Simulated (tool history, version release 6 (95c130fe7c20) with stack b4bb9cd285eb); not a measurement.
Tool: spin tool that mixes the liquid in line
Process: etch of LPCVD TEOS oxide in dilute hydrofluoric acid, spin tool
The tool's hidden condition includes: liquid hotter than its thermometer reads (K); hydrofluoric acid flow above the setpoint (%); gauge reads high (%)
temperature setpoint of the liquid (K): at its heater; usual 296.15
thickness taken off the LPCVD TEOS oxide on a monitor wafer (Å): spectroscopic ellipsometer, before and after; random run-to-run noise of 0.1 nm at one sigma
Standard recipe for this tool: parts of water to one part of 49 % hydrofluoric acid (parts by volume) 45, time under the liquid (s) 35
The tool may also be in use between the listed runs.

run   hour  temperature setpoint of the liquid (K)  parts of water to one part of 49 % hydrofluoric acid (parts by volume)  time under the liquid (s)  wafers since the last listed run  hours since the thermometer was replaced  hours since the hydrofluoric acid flow meter was replaced  hours since the gauge calibration  read-back film thickness of the LPCVD TEOS oxide reference wafer, read on the same gauge (nm)  thickness taken off the LPCVD TEOS oxide on a monitor wafer (Å)
  1    0.0                                  296.15                                                                      50                         35                                 0                                    1191.4                                                      299.1                              323.7                                                                                         152.34                                                            112.5
  2   27.2                                  296.15                                                                      50                         35                               378                                    1218.6                                                      326.3                              350.9                                                                                         152.52                                                            113.9
  3   49.1                                  296.15                                                                      45                         40                               304                                    1240.5                                                      348.2                              372.8                                                                                         152.63                                                            143.5
  4   72.3                                  296.15                                                                      45                         40                               322                                    1263.7                                                      371.4                              396.0                                                                                         152.81                                                            143.1
  5   91.5                                  296.15                                                                      45                         35                               267                                    1282.9                                                      390.6                              415.2                                                                                         152.88                                                            125.2
  6  116.7                                  296.15                                                                      45                         35                               350                                    1308.1                                                      415.8                              440.4                                                                                         153.05                                                            126.3
  7  132.0                                  296.15                                                                      45                         35                               213                                    1323.4                                                      431.1                              455.7                                                                                         153.18                                                            125.8
  8  152.0                                  296.15                                                                      45                         35                               278                                    1343.4                                                      451.1                              475.7                                                                                         153.28                                                            127.2
  9  169.8                                  296.15                                                                      45                         35                               247                                    1361.2                                                      468.9                              493.5                                                                                         153.40                                                            127.4
 10  195.1                                  296.15                                                                      45                         35                               352                                    1386.5                                                      494.2                              518.8                                                                                         153.51                                                            128.6
 11  214.7                                  296.15                                                                      45                         35                               272                                    1406.1                                                      513.8                              538.4                                                                                         153.65                                                            127.5
 12  227.1                                  296.15                                                                      45                         35                               172                                    1418.5                                                      526.2                              550.8                                                                                         153.76                                                            127.7
     237.8  -- hydrofluoric acid flow meter replaced
 13  249.1                                  296.15                                                                      45                         35                               292                                    1440.5                                                       11.3                              572.8                                                                                         153.86                                                            127.2
 14  269.0                                  292.65                                                                      45                         35                               277                                    1460.4                                                       31.2                              592.7                                                                                         153.99                                                            108.7
 15  303.5                                  296.15                                                                      45                         35                               480                                    1494.9                                                       65.7                              627.2                                                                                         154.10                                                            127.7
 16  326.0                                  299.65                                                                      35                         15                               313                                    1517.4                                                       88.2                              649.7                                                                                         154.28                                                             82.0
 17  339.3                                  301.15                                                                      40                         45                               185                                    1530.7                                                      101.5                              663.0                                                                                         154.36                                                            227.3
 18  366.4                                  296.15                                                                      45                         35                               377                                    1557.8                                                      128.6                              690.1                                                                                         154.48                                                            127.1
 19  378.5                                  296.15                                                                      45                         35                               168                                    1569.9                                                      140.7                              702.2                                                                                         154.64                                                            126.8
 20  399.7                                  296.15                                                                      25                         45                               295                                    1591.1                                                      161.9                              723.4                                                                                         154.76                                                            308.6
 21  425.1                                  296.15                                                                      45                         35                               353                                    1616.5                                                      187.3                              748.8                                                                                         154.89                                                            127.8
     426.3  -- thermometer replaced
 22  442.7                                  296.15                                                                      45                         35                               231                                      16.4                                                      204.9                              766.4                                                                                         155.03                                                            128.1
     465.8  -- gauge calibrated
 23  468.0                                  294.65                                                                      50                         45                               352                                      41.7                                                      230.2                                2.2                                                                                         150.68                                                            133.4
 24  491.4                                  298.65                                                                      50                         50                               325                                      65.1                                                      253.6                               25.6                                                                                         150.88                                                            175.2
 25  516.8                                  291.65                                                                      45                         50                               353                                      90.5                                                      279.0                               51.0                                                                                         150.96                                                            144.7
 26  531.3                                  293.15                                                                      45                         15                               201                                     105.0                                                      293.5                               65.5                                                                                         151.06                                                             46.4
 27  545.5                                  296.15                                                                      30                         25                               197                                     119.2                                                      307.7                               79.7                                                                                         151.13                                                            135.7
 28  561.8                                  296.15                                                                      45                         35                               226                                     135.5                                                      324.0                               96.0                                                                                         151.25                                                            123.9
 29  576.0                                  291.65                                                                      45                         35                               197                                     149.7                                                      338.2                              110.2                                                                                         151.32                                                            103.9
 30  654.9                                  296.15                                                                      60                         45                              1098                                     228.6                                                      417.1                              189.1                                                                                         151.83                                                            116.1
 31  684.7                                  300.65                                                                      45                         35                               414                                     258.4                                                      446.9                              218.9                                                                                         151.97                                                            151.6
     690.2  -- hydrofluoric acid flow meter replaced
 32  704.1                                  296.15                                                                      35                         35                               256                                     277.8                                                       13.9                              238.3                                                                                         152.07                                                            163.3

Results for each run, recomputed without the tool's hidden state and with each run's random variation untouched:
run  thickness taken off the LPCVD TEOS oxide on a monitor wafer (Å)
  1                                                            110.8
  2                                                            112.0
  3                                                            141.0
  4                                                            140.5
  5                                                            122.8
  6                                                            123.8
  7                                                            123.2
  8                                                            124.5
  9                                                            124.6
 10                                                            125.6
 11                                                            124.5
 12                                                            124.6
 13                                                            124.0
 14                                                            105.9
 15                                                            124.3
 16                                                             79.7
 17                                                            220.9
 18                                                            123.4
 19                                                            123.0
 20                                                            299.1
 21                                                            123.8
 22                                                            124.0
 23                                                            132.8
 24                                                            174.2
 25                                                            143.7
 26                                                             46.1
 27                                                            134.7
 28                                                            122.8
 29                                                            102.9
 30                                                            114.7
 31                                                            149.6
 32                                                            161.0
